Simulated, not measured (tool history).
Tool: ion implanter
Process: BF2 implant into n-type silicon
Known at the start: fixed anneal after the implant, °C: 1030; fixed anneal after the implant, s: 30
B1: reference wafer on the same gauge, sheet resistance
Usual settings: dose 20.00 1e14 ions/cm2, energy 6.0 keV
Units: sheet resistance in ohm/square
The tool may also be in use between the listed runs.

run 1 hour=0.0 | dose=20.00 energy=6.0 | B1=123.34 | sheet_resistance=152.00
run 2 hour=20.4 | dose=20.00 energy=6.0 | B1=123.49 | sheet_resistance=152.06
run 3 hour=42.5 | dose=20.00 energy=6.0 | B1=123.70 | sheet_resistance=152.28
run 4 hour=62.1 | dose=20.00 energy=6.0 | B1=123.92 | sheet_resistance=152.99
run 5 hour=76.7 | dose=18.32 energy=6.0 | B1=123.79 | sheet_resistance=154.58
run 6 hour=106.0 | dose=18.32 energy=6.0 | B1=123.85 | sheet_resistance=155.14
run 7 hour=126.6 | dose=18.32 energy=6.0 | B1=124.11 | sheet_resistance=155.03
run 8 hour=155.4 | dose=20.00 energy=6.0 | B1=124.30 | sheet_resistance=152.36
run 9 hour=176.1 | dose=20.00 energy=6.0 | B1=124.41 | sheet_resistance=153.42
-- hour=188.8 extraction supply calibrated
run 10 hour=208.4 | dose=20.00 energy=6.0 | B1=124.42 | sheet_resistance=153.36
run 11 hour=231.2 | dose=20.00 energy=5.5 | B1=124.51 | sheet_resistance=155.85
run 12 hour=260.9 | dose=22.93 energy=4.0 | B1=124.59 | sheet_resistance=160.90
run 13 hour=279.1 | dose=20.00 energy=6.0 | B1=124.69 | sheet_resistance=154.45
run 14 hour=294.6 | dose=20.00 energy=6.0 | B1=124.55 | sheet_resistance=153.72
run 15 hour=318.9 | dose=23.33 energy=8.0 | B1=124.68 | sheet_resistance=143.61
run 16 hour=346.7 | dose=24.98 energy=5.0 | B1=124.74 | sheet_resistance=154.28
-- hour=358.0 Faraday cup replaced and dose calibrated
run 17 hour=380.0 | dose=20.00 energy=7.0 | B1=124.85 | sheet_resistance=149.38
run 18 hour=413.9 | dose=20.00 energy=6.0 | B1=124.97 | sheet_resistance=153.64
run 19 hour=437.5 | dose=20.00 energy=4.5 | B1=124.86 | sheet_resistance=161.45
run 20 hour=455.5 | dose=17.62 energy=8.0 | B1=124.97 | sheet_resistance=149.77
run 21 hour=486.5 | dose=20.00 energy=6.0 | B1=124.84 | sheet_resistance=154.09
run 22 hour=520.6 | dose=17.59 energy=5.5 | B1=124.89 | sheet_resistance=160.29
run 23 hour=547.8 | dose=20.00 energy=6.0 | B1=124.97 | sheet_resistance=154.62
run 24 hour=569.3 | dose=20.00 energy=6.0 | B1=125.05 | sheet_resistance=154.17
-- hour=570.9 gauge calibrated
run 25 hour=590.2 | dose=23.45 energy=5.0 | B1=123.04 | sheet_resistance=153.90
run 26 hour=623.6 | dose=20.00 energy=6.0 | B1=123.28 | sheet_resistance=152.33
run 27 hour=657.6 | dose=23.53 energy=4.0 | B1=123.48 | sheet_resistance=158.27
run 28 hour=683.7 | dose=18.25 energy=8.0 | B1=123.64 | sheet_resistance=147.82
run 29 hour=707.1 | dose=23.05 energy=7.0 | B1=123.73 | sheet_resistance=145.97
run 30 hour=719.5 | dose=20.00 energy=6.0 | B1=123.88 | sheet_resistance=152.85
run 31 hour=750.6 | dose=20.00 energy=8.0 | B1=123.96 | sheet_resistance=145.30
run 32 hour=773.0 | dose=15.86 energy=4.5 | B1=124.10 | sheet_resistance=168.32
run 33 hour=806.2 | dose=21.87 energy=4.5 | B1=124.19 | sheet_resistance=158.22
run 34 hour=829.3 | dose=20.00 energy=6.0 | B1=124.17 | sheet_resistance=153.35
run 35 hour=857.2 | dose=20.00 energy=6.0 | B1=124.38 | sheet_resistance=153.32
run 36 hour=885.5 | dose=17.92 energy=8.0 | B1=124.37 | sheet_resistance=147.93

Hidden state or all else? Some run-to-run changes of sheet resistance, split into what the settings, what came in and random variation would give without the hidden state, and what is left for the hidden state (with any gauge scatter that isn't in both results):
The hidden state here: deviation of the true dose from the Faraday cup's reading, %; deviation of the true energy from its setpoint, %; gauge reads high (%).
Run 15 -> 16: dose 23.33 -> 24.98, energy 8.0 -> 5.0. sheet resistance +10.67 ohm/square: hidden state +0.21, all else +10.46.
Run 19 -> 20: dose 20.00 -> 17.62, energy 4.5 -> 8.0. sheet resistance -11.68 ohm/square: hidden state -0.16, all else -11.52.
Run 24 -> 25: dose 20.00 -> 23.45, energy 6.0 -> 5.0, gauge calibrated. sheet resistance -0.27 ohm/square: hidden state -2.45, all else +2.18.
Run 25 -> 26: dose 23.45 -> 20.00, energy 5.0 -> 6.0. sheet resistance -1.57 ohm/square: hidden state +0.31, all else -1.88.
Run 26 -> 27: dose 20.00 -> 23.53, energy 6.0 -> 4.0. sheet resistance +5.94 ohm/square: hidden state +0.30, all else +5.64.
Run 31 -> 32: dose 20.00 -> 15.86, energy 8.0 -> 4.5. sheet resistance +23.02 ohm/square: hidden state +0.29, all else +22.73.
